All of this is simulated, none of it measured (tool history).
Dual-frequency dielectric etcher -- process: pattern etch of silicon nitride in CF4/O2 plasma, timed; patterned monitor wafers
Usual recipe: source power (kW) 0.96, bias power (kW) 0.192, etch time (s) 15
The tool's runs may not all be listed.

run	hour	source power (kW)	bias power (kW)	etch time (s)	read-back reference wafer on the same gauge, depth_nm	mean etch depth across the wafer (Å)
1	0	0.96	0.192	15	61.4	602
2	41.6	0.96	0.192	15	61.4	595
3	113	0.96	0.192	15	61.5	591
4	153.6	0.96	0.192	15	61.4	595
5	202.4	0.8	0.192	15	61.4	529
6	249.4	0.8	0.192	15	61.4	534
# hour 331.5: wet clean of the chamber
7	332	0.8	0.192	15	61.4	546
# hour 373.8: upper electrode replaced, of another model than before
8	374.3	0.87	0.192	15	61.5	547
9	423.5	0.87	0.192	15	61.4	546
10	469.6	1.03	0.192	15	61.4	641
11	531.9	1.03	0.192	15	61.4	637
12	586.4	1.03	0.192	15	61.4	634
# hour 601.7: gauge calibrated
# hour 708.6: bias power generator calibrated
# hour 733.8: wet clean of the chamber
# hour 753.7: source power generator calibrated
13	801.8	1.13	0.192	15	61.4	702
14	863.1	0.96	0.192	15	61.5	597
15	896	0.96	0.192	15	61.4	594
16	947	0.96	0.192	15	61.5	593
17	988.3	0.96	0.216	11.5	61.4	460
18	1013.2	0.73	0.15	11	61.4	315
19	1078.7	0.77	0.219	16.5	61.3	524
# hour 1130: wet clean of the chamber
20	1144.4	0.96	0.192	15	61.4	602
21	1209.7	0.96	0.192	18.5	61.4	735
22	1236.5	0.8	0.172	16	61.4	519
23	1308.5	0.86	0.237	15	61.4	543
24	1346.2	0.96	0.192	15	61.5	588
25	1377.7	0.96	0.162	13.5	61.4	518
26	1444.5	0.96	0.162	12	61.3	460
27	1505.8	1.19	0.24	18	61.4	890
# hour 1541.6: wet clean of the chamber
28	1566.3	0.87	0.165	14	61.3	503
29	1594.4	0.88	0.179	17	61.4	623

Here are 5 independent what-if runs from the current tool condition. What would each one return?
A	1594.8	0.96	0.192	15	?	?
B	1594.8	0.79	0.228	15	?	?
C	1594.8	0.96	0.15	15	?	?
D	1594.8	0.79	0.144	15	?	?
E	1594.8	0.81	0.223	15	?	?

run	read-back reference wafer on the same gauge, depth_nm	mean etch depth across the wafer (Å)
A	61.4	606
B	61.4	508
C	61.4	587
D	61.4	478
E	61.4	520
With no hidden state in the tool, these same runs would have given:
run	mean etch depth across the wafer (Å)
A	602
B	505
C	584
D	476
E	517

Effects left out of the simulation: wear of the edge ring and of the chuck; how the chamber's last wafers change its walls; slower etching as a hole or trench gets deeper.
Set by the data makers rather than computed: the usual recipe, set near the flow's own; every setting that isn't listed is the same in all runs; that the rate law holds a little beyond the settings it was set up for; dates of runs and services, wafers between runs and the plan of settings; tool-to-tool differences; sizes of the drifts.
